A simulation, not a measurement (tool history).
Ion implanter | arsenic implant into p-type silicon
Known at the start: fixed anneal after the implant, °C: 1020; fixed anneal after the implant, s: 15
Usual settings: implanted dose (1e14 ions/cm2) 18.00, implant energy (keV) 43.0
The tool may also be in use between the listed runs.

run	hour	implanted dose (1e14 ions/cm2)	implant energy (keV)	wafers since the last listed run	hours since the last dose calibration	hours since the extraction supply was calibrated	hours since the gauge calibration	read-back reference wafer on the same gauge, sheet resistance	sheet resistance of the implanted and annealed layer (ohm/square)
1	0.0	18.00	43.0	0	1864.0	4748.5	163.2	75.18	81.38
2	12.2	18.00	43.0	174	1876.2	4760.7	175.4	75.20	81.27
3	25.6	18.00	43.0	191	1889.6	4774.1	188.8	75.23	81.40
4	40.0	14.11	54.5	205	1904.0	4788.5	203.2	75.24	85.80
5	54.0	14.11	54.5	199	1918.0	4802.5	217.2	75.30	85.83
6	98.2	14.11	54.5	631	1962.2	4846.7	261.4	75.31	86.07
7	112.9	18.00	43.0	209	1976.9	4861.4	276.1	75.33	81.37
# hour 120.4: gauge calibrated
8	128.3	18.00	43.0	219	1992.3	4876.8	7.9	74.69	80.68
# hour 141.6: extraction supply calibrated
# hour 142.9: Faraday cup replaced and dose calibrated
9	143.4	18.00	43.0	82	0.5	1.8	23.0	74.80	81.08
10	156.3	20.81	54.5	184	13.4	14.7	35.9	74.91	70.03
11	168.0	20.96	48.5	167	25.1	26.4	47.6	74.98	73.08
12	180.1	18.00	43.0	172	37.2	38.5	59.7	75.04	81.14
13	196.5	18.00	43.0	234	53.6	54.9	76.1	75.13	81.27
14	206.5	20.21	31.0	142	63.6	64.9	86.1	75.17	87.94
15	215.6	13.98	58.0	129	72.7	74.0	95.2	75.19	85.47
16	222.3	22.33	39.0	95	79.4	80.7	101.9	75.20	77.96
17	234.9	18.00	43.0	179	92.0	93.3	114.5	75.25	81.67
18	246.1	18.00	43.0	159	103.2	104.5	125.7	75.30	81.66
19	254.7	13.43	43.0	122	111.8	113.1	134.3	75.30	93.57
20	270.3	13.80	48.5	222	127.4	128.7	149.9	75.37	89.81

4 ways to go on from here, each from the tool as it stands after run 20. What would each give?
A	270.7	18.00	49.5	5	127.8	129.1	150.3	?	?
B	270.7	22.47	37.5	5	127.8	129.1	150.3	?	?
C	270.7	21.47	35.0	5	127.8	129.1	150.3	?	?
D	270.7	16.22	58.0	5	127.8	129.1	150.3	?	?

run	read-back reference wafer on the same gauge, sheet resistance	sheet resistance of the implanted and annealed layer (ohm/square)
A	75.35	77.82
B	75.35	79.55
C	75.35	82.84
D	75.35	78.42
Without the tool's hidden state the same runs would have given:
run	sheet resistance of the implanted and annealed layer (ohm/square)
A	76.94
B	78.65
C	81.91
D	77.53
